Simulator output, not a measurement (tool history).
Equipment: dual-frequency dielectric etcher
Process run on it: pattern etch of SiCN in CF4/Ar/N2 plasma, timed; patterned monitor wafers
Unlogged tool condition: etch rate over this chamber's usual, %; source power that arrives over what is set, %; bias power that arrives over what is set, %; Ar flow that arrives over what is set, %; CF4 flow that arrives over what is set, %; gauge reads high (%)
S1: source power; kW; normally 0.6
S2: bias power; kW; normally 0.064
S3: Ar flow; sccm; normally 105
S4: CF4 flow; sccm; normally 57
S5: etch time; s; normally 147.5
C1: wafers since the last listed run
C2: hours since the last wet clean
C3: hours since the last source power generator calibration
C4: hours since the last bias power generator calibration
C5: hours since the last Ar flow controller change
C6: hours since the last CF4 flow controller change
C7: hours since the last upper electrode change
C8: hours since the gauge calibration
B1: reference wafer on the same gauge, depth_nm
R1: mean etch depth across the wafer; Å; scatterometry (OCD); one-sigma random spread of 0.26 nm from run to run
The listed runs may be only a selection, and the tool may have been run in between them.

run   hour    S1     S2   S3  S4     S5   C1     C2      C3      C4      C5      C6      C7     C8     B1    R1
  1      0   0.6  0.064  105  57  147.5    0  463.9  5324.9    2624  3453.8    5266  5745.4    140    168  1701
  2    7.6   0.6  0.064  105  57  147.5   35  471.5  5332.5  2631.6  3461.4  5273.6    5753  147.6    168  1695
  3   18.3   0.6  0.064  105  57  147.5   50  482.2  5343.2  2642.3  3472.1  5284.3  5763.7  158.3  168.1  1701
  4   34.4   0.6  0.064  122  57  147.5   75  498.3  5359.3  2658.4  3488.2  5300.4  5779.8  174.4    168  1648
      42.9  -- CF4 flow controller replaced
  5   43.4   0.6  0.064  122  57  147.5   14  507.3  5368.3  2667.4  3497.2     0.5  5788.8  183.4    168  1648
  6     51   0.6  0.064  122  57  147.5   35  514.9  5375.9    2675  3504.8     8.1  5796.4    191  168.1  1652
      58.1  -- gauge calibrated
  7     59   0.6  0.064  105  57  147.5   37  522.9  5383.9    2683  3512.8    16.1  5804.4    0.9  168.1  1695
  8   73.7   0.6  0.064  105  57  147.5   69  537.6  5398.6  2697.7  3527.5    30.8  5819.1   15.6    168  1694
     109.1  -- wet clean of the chamber
  9  109.6   0.6  0.064  105  57  147.5   56    0.5  5434.5  2733.6  3563.4    66.7    5855   51.5    168  1731
 10    110   0.6  0.064   91  57  147.5    1    0.9  5434.9    2734  3563.8    67.1  5855.4   51.9    168  1776
 11  118.2   0.6  0.064  105  66    120   38    9.1  5443.1  2742.2    3572    75.3  5863.6   60.1    168  1444
 12  135.8  0.72  0.064  105  69  147.5   83   26.7  5460.7  2759.8  3589.6    92.9  5881.2   77.7  167.9  2054
     149.4  -- source power generator calibrated
     151.9  -- bias power generator calibrated
     162.7  -- upper electrode replaced
 13  163.2  0.54  0.064  105  67  147.5   48   54.1    13.8    11.3    3617   120.3     0.5  105.1    168  1646
 14  163.5   0.6  0.071  105  57  147.5    1   54.4    14.1    11.6  3617.3   120.6     0.8  105.4    168  1803
 15  176.5   0.6  0.064  105  57  147.5   61   67.4    27.1    24.6  3630.3   133.6    13.8  118.4    168  1726
     188.1  -- Ar flow controller replaced
 16  188.6   0.6  0.069  105  57  147.5   28   79.5    39.2    36.7     0.5   145.7    25.9  130.5  167.9  1784
 17  193.9   0.6  0.064  105  57  147.5   25   84.8    44.5      42     5.8     151    31.2  135.8  167.9  1725
 18  201.1   0.6  0.064  129  48  147.5   33     92    51.7    49.2      13   158.2    38.4    143    168  1609
 19  216.8   0.6  0.064  105  63  147.5   74  107.7    67.4    64.9    28.7   173.9    54.1  158.7    168  1754
     243.4  -- gauge calibrated
 20  261.3   0.6  0.052  124  57  177.5  209  152.2   111.9   109.4    73.2   218.4    98.6   17.9  167.9  1850

Alternative continuations, all from the tool just after run 20; predict every row:
  A  261.8  0.49  0.064  105  57  147.5   2  152.7  112.4  109.9  73.7  218.9  99.1  18.4   ?   ?
  B  261.8   0.6  0.053  120  57  147.5   2  152.7  112.4  109.9  73.7  218.9  99.1  18.4   ?   ?
  C  261.8   0.6  0.064  105  70  147.5   2  152.7  112.4  109.9  73.7  218.9  99.1  18.4   ?   ?
  D  261.8   0.6  0.064   79  45  147.5   2  152.7  112.4  109.9  73.7  218.9  99.1  18.4   ?   ?
  E  261.8   0.6  0.064   91  65  147.5   2  152.7  112.4  109.9  73.7  218.9  99.1  18.4   ?   ?

run   B1    R1
  A  168  1489
  B  168  1557
  C  168  1785
  D  168  1739
  E  168  1807
With the hidden condition removed and each run's random variation left untouched, the same runs would have given:
run    R1
  A  1495
  B  1564
  C  1793
  D  1746
  E  1815
